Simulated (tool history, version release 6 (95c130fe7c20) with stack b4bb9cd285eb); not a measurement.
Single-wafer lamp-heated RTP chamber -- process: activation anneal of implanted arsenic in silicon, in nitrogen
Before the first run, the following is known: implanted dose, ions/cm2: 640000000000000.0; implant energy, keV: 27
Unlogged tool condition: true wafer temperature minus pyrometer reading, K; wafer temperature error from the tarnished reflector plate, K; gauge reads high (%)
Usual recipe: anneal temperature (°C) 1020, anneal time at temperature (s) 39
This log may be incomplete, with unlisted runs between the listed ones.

| run | hour | anneal temperature (°C) | anneal time at temperature (s) | wafers since the last listed run | wafers since the last pyrometer calibration | wafers since the reflector plate was cleaned | hours since the gauge calibration | read-back reference wafer on the same gauge, sheet resistance | sheet resistance of the implanted and annealed layer (ohm/square) |
|---|---|---|---|---|---|---|---|---|---|
| 1 | 0 | 1020 | 21 | 0 | 2602 | 9654 | 322.7 | 134.11 | 142.62 |
| 2 | 41.1 | 1020 | 21 | 366 | 2969 | 10021 | 363.8 | 133.95 | 142.4 |
| 3 | 65.3 | 1041 | 28 | 215 | 3185 | 10237 | 388 | 133.96 | 138.38 |
| 4 | 122.3 | 1020 | 39 | 508 | 3693 | 10745 | 445 | 133.98 | 139.89 |
|  | 151.7 | pyrometer window cleaned and pyrometer calibrated |
| 5 | 160.8 | 1020 | 39 | 272 | 81 | 11017 | 483.5 | 133.93 | 140.9 |
| 6 | 186.2 | 1020 | 39 | 226 | 307 | 11244 | 508.9 | 133.97 | 140.98 |
| 7 | 249.5 | 1020 | 39 | 564 | 872 | 11809 | 572.2 | 134.05 | 139.51 |
| 8 | 280.1 | 1020 | 39 | 273 | 1145 | 12082 | 602.8 | 133.99 | 139.95 |
| 9 | 345.2 | 1030 | 25 | 580 | 1726 | 12663 | 667.9 | 134.08 | 141.03 |
| 10 | 411.7 | 1030 | 25 | 593 | 2319 | 13256 | 734.4 | 133.96 | 140.79 |
| 11 | 438.1 | 1030 | 25 | 235 | 2555 | 13492 | 760.8 | 134.04 | 140.6 |
| 12 | 470 | 992 | 47 | 284 | 2840 | 13777 | 792.7 | 133.95 | 141.93 |
| 13 | 520.4 | 1030 | 48 | 449 | 3289 | 14226 | 843.1 | 134.03 | 137.23 |
|  | 532.1 | reflector plate cleaned |
| 14 | 571.9 | 996 | 16 | 388 | 3678 | 355 | 894.6 | 134.02 | 145.44 |
|  | 597.2 | pyrometer window cleaned and pyrometer calibrated |
| 15 | 616.1 | 1047 | 50 | 323 | 168 | 678 | 938.8 | 134 | 136.04 |
| 16 | 667 | 1020 | 50 | 454 | 622 | 1132 | 989.7 | 133.9 | 138.79 |
|  | 688.5 | gauge calibrated |
| 17 | 720.5 | 1020 | 39 | 477 | 1100 | 1610 | 32 | 134.07 | 140.16 |
| 18 | 764 | 1040 | 39 | 388 | 1488 | 1998 | 75.5 | 133.96 | 137.22 |
| 19 | 828.4 | 1009 | 54 | 574 | 2063 | 2572 | 139.9 | 133.92 | 138.9 |
| 20 | 890.8 | 1020 | 39 | 556 | 2619 | 3129 | 202.3 | 133.96 | 139.32 |
| 21 | 952.8 | 1004 | 17 | 553 | 3173 | 3683 | 264.3 | 133.99 | 144.9 |
| 22 | 1006.7 | 1020 | 39 | 480 | 3654 | 4164 | 318.2 | 133.89 | 139.31 |
| 23 | 1039.6 | 991 | 55 | 293 | 3947 | 4457 | 351.1 | 133.96 | 141.1 |

Here are 5 independent what-if runs from the current tool condition. What would each one return?
| A | 1040 | 992 | 39 | 3 | 3951 | 4461 | 351.5 | ? | ? |
| B | 1040 | 996 | 17 | 3 | 3951 | 4461 | 351.5 | ? | ? |
| C | 1040 | 1002 | 21 | 3 | 3951 | 4461 | 351.5 | ? | ? |
| D | 1040 | 1035 | 39 | 3 | 3951 | 4461 | 351.5 | ? | ? |
| E | 1040 | 1006 | 26 | 3 | 3951 | 4461 | 351.5 | ? | ? |

| run | read-back reference wafer on the same gauge, sheet resistance | sheet resistance of the implanted and annealed layer (ohm/square) |
|---|---|---|
| A | 133.93 | 142.44 |
| B | 133.93 | 145.68 |
| C | 133.93 | 144.16 |
| D | 133.93 | 137.47 |
| E | 133.93 | 142.83 |
Without the tool's hidden state the same runs would have given:
| run | sheet resistance of the implanted and annealed layer (ohm/square) |
|---|---|
| A | 143.86 |
| B | 147.09 |
| C | 145.54 |
| D | 139.19 |
| E | 144.2 |
